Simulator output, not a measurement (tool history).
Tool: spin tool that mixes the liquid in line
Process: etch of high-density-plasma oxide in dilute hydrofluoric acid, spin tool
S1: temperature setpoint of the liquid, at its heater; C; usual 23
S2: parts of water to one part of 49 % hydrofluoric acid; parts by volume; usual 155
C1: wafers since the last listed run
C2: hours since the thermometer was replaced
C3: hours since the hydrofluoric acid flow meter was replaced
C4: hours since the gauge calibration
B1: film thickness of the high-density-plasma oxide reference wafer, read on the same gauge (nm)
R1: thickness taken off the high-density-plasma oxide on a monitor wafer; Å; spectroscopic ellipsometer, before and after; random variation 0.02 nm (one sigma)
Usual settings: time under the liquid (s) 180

run 1 hour=0.0 | S1=23 S2=155 time_under_the_liquid_(s)=180 | C1=0 C2=404.3 C3=968.1 C4=98.0 | B1=139.61 | R1=51.7
run 2 hour=31.8 | S1=23 S2=155 time_under_the_liquid_(s)=180 | C1=295 C2=436.1 C3=999.9 C4=129.8 | B1=139.44 | R1=51.6
run 3 hour=55.3 | S1=23 S2=155 time_under_the_liquid_(s)=180 | C1=218 C2=459.6 C3=1023.4 C4=153.3 | B1=139.31 | R1=51.3
run 4 hour=146.2 | S1=23 S2=115 time_under_the_liquid_(s)=180 | C1=844 C2=550.5 C3=1114.3 C4=244.2 | B1=138.81 | R1=73.0
run 5 hour=182.2 | S1=23 S2=155 time_under_the_liquid_(s)=110 | C1=334 C2=586.5 C3=1150.3 C4=280.2 | B1=138.58 | R1=31.1
run 6 hour=197.1 | S1=23 S2=155 time_under_the_liquid_(s)=110 | C1=138 C2=601.4 C3=1165.2 C4=295.1 | B1=138.51 | R1=31.0
run 7 hour=219.0 | S1=23 S2=155 time_under_the_liquid_(s)=245 | C1=203 C2=623.3 C3=1187.1 C4=317.0 | B1=138.40 | R1=69.8
-- hour=224.4 thermometer replaced
run 8 hour=235.6 | S1=23 S2=155 time_under_the_liquid_(s)=245 | C1=144 C2=11.2 C3=1203.7 C4=333.6 | B1=138.32 | R1=69.4
run 9 hour=253.1 | S1=23 S2=155 time_under_the_liquid_(s)=180 | C1=162 C2=28.7 C3=1221.2 C4=351.1 | B1=138.22 | R1=51.2
run 10 hour=274.8 | S1=23 S2=155 time_under_the_liquid_(s)=180 | C1=201 C2=50.4 C3=1242.9 C4=372.8 | B1=138.12 | R1=50.7
run 11 hour=299.6 | S1=23 S2=155 time_under_the_liquid_(s)=180 | C1=230 C2=75.2 C3=1267.7 C4=397.6 | B1=137.95 | R1=50.7
run 12 hour=319.7 | S1=21 S2=155 time_under_the_liquid_(s)=180 | C1=186 C2=95.3 C3=1287.8 C4=417.7 | B1=137.86 | R1=47.1
run 13 hour=355.1 | S1=23 S2=155 time_under_the_liquid_(s)=180 | C1=328 C2=130.7 C3=1323.2 C4=453.1 | B1=137.64 | R1=50.8

Forecast run 14:
-- hour=359.9 hydrofluoric acid flow meter replaced
run 14 hour=369.0 | S1=26 S2=155 time_under_the_liquid_(s)=180 | C1=119 C2=144.6 C3=9.1 C4=467.0 | B1=? | R1=?

B1: 137.55
R1: 57.1 Å
Without the tool's hidden state the same run would have given R1 58.1 Å.
